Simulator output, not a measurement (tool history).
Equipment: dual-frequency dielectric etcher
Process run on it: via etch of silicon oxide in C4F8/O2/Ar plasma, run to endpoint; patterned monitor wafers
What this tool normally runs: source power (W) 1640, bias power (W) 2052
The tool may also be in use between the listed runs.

| run | hour | source power (W) | bias power (W) | wafers since the last listed run | hours since the last wet clean | hours since the last source power generator calibration | hours since the last bias power generator calibration | hours since the last upper electrode change | incoming incoming film thickness, nm | endpoint time (s) |
|---|---|---|---|---|---|---|---|---|---|---|
| 1 | 0.0 | 1640 | 2052 | 0 | 173.5 | 2380.3 | 3545.7 | 3295.8 | 852.4 | 184.3 |
| 2 | 21.4 | 1640 | 2052 | 76 | 194.9 | 2401.7 | 3567.1 | 3317.2 | 855.4 | 184.1 |
| 3 | 54.8 | 1640 | 2052 | 119 | 228.3 | 2435.1 | 3600.5 | 3350.6 | 847.7 | 184.8 |
| 4 | 74.4 | 1640 | 2052 | 70 | 247.9 | 2454.7 | 3620.1 | 3370.2 | 857.4 | 185.1 |
| 5 | 169.2 | 1640 | 2052 | 340 | 342.7 | 2549.5 | 3714.9 | 3465.0 | 853.7 | 188.1 |
| 6 | 202.0 | 1640 | 2052 | 117 | 375.5 | 2582.3 | 3747.7 | 3497.8 | 850.0 | 188.7 |
|  | 239.3 | wet clean of the chamber |
| 7 | 239.8 | 1640 | 2052 | 49 | 0.5 | 2620.1 | 3785.5 | 3535.6 | 855.5 | 178.0 |
|  | 256.6 | bias power generator calibrated |
| 8 | 259.1 | 1640 | 2052 | 54 | 19.8 | 2639.4 | 2.5 | 3554.9 | 854.1 | 180.8 |
|  | 300.5 | upper electrode replaced |
|  | 301.3 | source power generator calibrated |
| 9 | 301.8 | 1640 | 1592 | 64 | 62.5 | 0.5 | 45.2 | 1.3 | 851.6 | 189.7 |
| 10 | 317.2 | 1640 | 1848 | 55 | 77.9 | 15.9 | 60.6 | 16.7 | 860.6 | 188.9 |
| 11 | 342.2 | 1810 | 1843 | 89 | 102.9 | 40.9 | 85.6 | 41.7 | 855.8 | 181.0 |
| 12 | 360.1 | 1640 | 1820 | 64 | 120.8 | 58.8 | 103.5 | 59.6 | 863.4 | 193.0 |
| 13 | 382.3 | 1640 | 1785 | 79 | 143.0 | 81.0 | 125.7 | 81.8 | 853.7 | 192.6 |
| 14 | 398.9 | 1640 | 2052 | 59 | 159.6 | 97.6 | 142.3 | 98.4 | 847.5 | 181.8 |
| 15 | 422.4 | 1640 | 1795 | 84 | 183.1 | 121.1 | 165.8 | 121.9 | 848.1 | 191.0 |

A few steps of endpoint time (s) between consecutive runs. Split each: what settings, incoming material and random variation would produce without the hidden state, and what is left over for the hidden state, along with gauge scatter present in only one of the two compared results (measured, and without hidden state):
Hidden conditions of the tool in this case: etch rate over this chamber's usual, %; source power that arrives over what is set, %; bias power that arrives over what is set, %.
Run 6 -> 7: wet clean of the chamber. endpoint time (s) -10.7: hidden state -9.4, all else -1.3.
Run 11 -> 12: source power (W) 1810 -> 1640, bias power (W) 1843 -> 1820. endpoint time (s) +12.0: hidden state +0.6, all else +11.4.

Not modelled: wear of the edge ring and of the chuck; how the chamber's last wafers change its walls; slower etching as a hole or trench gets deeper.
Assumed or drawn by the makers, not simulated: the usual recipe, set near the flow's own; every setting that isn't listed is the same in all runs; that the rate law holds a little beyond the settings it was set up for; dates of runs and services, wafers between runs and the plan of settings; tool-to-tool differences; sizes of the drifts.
